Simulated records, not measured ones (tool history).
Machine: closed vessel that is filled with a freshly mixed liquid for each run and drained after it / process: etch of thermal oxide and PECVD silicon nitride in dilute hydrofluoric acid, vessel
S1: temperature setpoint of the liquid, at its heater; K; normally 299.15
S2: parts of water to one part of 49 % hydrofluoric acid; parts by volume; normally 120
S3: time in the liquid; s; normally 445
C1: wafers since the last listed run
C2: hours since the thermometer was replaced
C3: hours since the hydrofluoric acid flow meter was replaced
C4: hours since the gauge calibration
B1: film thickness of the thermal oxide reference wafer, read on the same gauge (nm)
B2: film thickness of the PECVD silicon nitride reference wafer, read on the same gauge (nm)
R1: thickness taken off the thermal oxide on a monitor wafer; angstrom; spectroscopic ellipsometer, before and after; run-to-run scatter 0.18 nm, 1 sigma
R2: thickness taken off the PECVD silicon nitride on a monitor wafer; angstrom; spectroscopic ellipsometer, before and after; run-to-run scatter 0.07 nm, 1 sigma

run 1 day=0 | S1=299.15 S2=120 S3=445 | C1=0 C2=1430.5 C3=1365.3 C4=556 | B1=59.98 B2=139.98 | R1=208.7 R2=154.2
run 2 day=2.321 | S1=299.15 S2=75 S3=445 | C1=4209 C2=1486.2 C3=1421 C4=611.7 | B1=60 B2=139.99 | R1=351.6 R2=246.2
run 3 day=4.85 | S1=299.15 S2=75 S3=445 | C1=4587 C2=1546.9 C3=1481.7 C4=672.4 | B1=60.01 B2=140.01 | R1=361.8 R2=246.5
run 4 day=7.362 | S1=297.65 S2=90 S3=445 | C1=4557 C2=1607.2 C3=1542 C4=732.7 | B1=60.02 B2=140 | R1=277.5 R2=186.4
run 5 day=11.792 | S1=297.65 S2=90 S3=445 | C1=8034 C2=1713.5 C3=1648.3 C4=839 | B1=60.02 B2=139.97 | R1=274.2 R2=188.1
run 6 day=14.433 | S1=297.65 S2=90 S3=445 | C1=4791 C2=1776.9 C3=1711.7 C4=902.4 | B1=59.97 B2=140.02 | R1=282.6 R2=187.1
run 7 day=17.383 | S1=299.15 S2=105 S3=445 | C1=5350 C2=1847.7 C3=1782.5 C4=973.2 | B1=60.02 B2=140.02 | R1=248.8 R2=178.3
run 8 day=20.85 | S1=299.15 S2=145 S3=555 | C1=6288 C2=1930.9 C3=1865.7 C4=1056.4 | B1=59.99 B2=139.98 | R1=215.2 R2=162
run 9 day=26.054 | S1=299.15 S2=145 S3=555 | C1=9439 C2=2055.8 C3=1990.6 C4=1181.3 | B1=59.97 B2=139.99 | R1=218 R2=164.1
run 10 day=28.204 | S1=299.15 S2=145 S3=555 | C1=3899 C2=2107.4 C3=2042.2 C4=1232.9 | B1=59.97 B2=140 | R1=218 R2=162
run 11 day=29.846 | S1=299.15 S2=105 S3=445 | C1=2977 C2=2146.8 C3=2081.6 C4=1272.3 | B1=60.01 B2=140.03 | R1=251.5 R2=180.7
run 12 day=33.592 | S1=299.15 S2=120 S3=520 | C1=6794 C2=2236.7 C3=2171.5 C4=1362.2 | B1=60.01 B2=140.01 | R1=255.1 R2=185.9
-- day=41.996 hydrofluoric acid flow meter replaced
run 13 day=43.396 | S1=297.65 S2=140 S3=445 | C1=17708 C2=2472 C3=33.6 C4=1597.5 | B1=59.98 B2=140.03 | R1=157.4 R2=115.9
run 14 day=44.996 | S1=296.65 S2=120 S3=530 | C1=2902 C2=2510.4 C3=72 C4=1635.9 | B1=60.03 B2=140.02 | R1=216.7 R2=150.8
run 15 day=46.954 | S1=299.15 S2=105 S3=240 | C1=3552 C2=2557.4 C3=119 C4=1682.9 | B1=60.02 B2=139.98 | R1=127.8 R2=91.4
run 16 day=49.708 | S1=296.15 S2=150 S3=330 | C1=4995 C2=2623.5 C3=185.1 C4=1749 | B1=60 B2=140.01 | R1=103.8 R2=73.4
-- day=52.946 thermometer replaced
run 17 day=53.217 | S1=299.15 S2=120 S3=445 | C1=6288 C2=6.5 C3=269.3 C4=1833.2 | B1=60.01 B2=140 | R1=201.7 R2=149.9
run 18 day=55.238 | S1=299.15 S2=120 S3=445 | C1=3665 C2=55 C3=317.8 C4=1881.7 | B1=60.02 B2=140.04 | R1=205.2 R2=151.4
run 19 day=59.35 | S1=297.65 S2=120 S3=445 | C1=7459 C2=153.7 C3=416.5 C4=1980.4 | B1=60.01 B2=140 | R1=193.3 R2=136.1
-- day=59.354 gauge calibrated
run 20 day=62.925 | S1=303.15 S2=155 S3=445 | C1=6484 C2=239.5 C3=502.3 C4=85.7 | B1=60.01 B2=140.05 | R1=178.1 R2=150.8
run 21 day=64.829 | S1=299.15 S2=90 S3=445 | C1=3453 C2=285.2 C3=548 C4=131.4 | B1=60.01 B2=139.98 | R1=284.9 R2=201.1
run 22 day=75.733 | S1=299.15 S2=60 S3=235 | C1=19778 C2=546.9 C3=809.7 C4=393.1 | B1=60.03 B2=140.02 | R1=238.4 R2=160
run 23 day=79.521 | S1=295.15 S2=80 S3=590 | C1=6870 C2=637.8 C3=900.6 C4=484 | B1=60.03 B2=140 | R1=370.3 R2=233.4
run 24 day=81.871 | S1=299.15 S2=120 S3=320 | C1=4262 C2=694.2 C3=957 C4=540.4 | B1=59.99 B2=140.01 | R1=150.7 R2=110.9

A few steps of R1 between consecutive runs. Split each: what settings, incoming material and random variation would produce without the hidden state, and what is left over for the hidden state, along with gauge scatter present in only one of the two compared results (measured, and without hidden state):
What the log doesn't record here: liquid hotter than its thermometer reads (K); hydrofluoric acid flow above the setpoint (%); gauge reads high (%).
Run 1 -> 2: S2 120 -> 75. R1 +142.9 angstrom: hidden state +7.3, all else +135.6.
Run 12 -> 13: S1 299.15 -> 297.65, S2 120 -> 140, S3 520 -> 445, hydrofluoric acid flow meter replaced. R1 -97.7 angstrom: hidden state -18.5, all else -79.2.
Run 23 -> 24: S1 295.15 -> 299.15, S2 80 -> 120, S3 590 -> 320. R1 -219.6 angstrom: hidden state -8.4, all else -211.2.

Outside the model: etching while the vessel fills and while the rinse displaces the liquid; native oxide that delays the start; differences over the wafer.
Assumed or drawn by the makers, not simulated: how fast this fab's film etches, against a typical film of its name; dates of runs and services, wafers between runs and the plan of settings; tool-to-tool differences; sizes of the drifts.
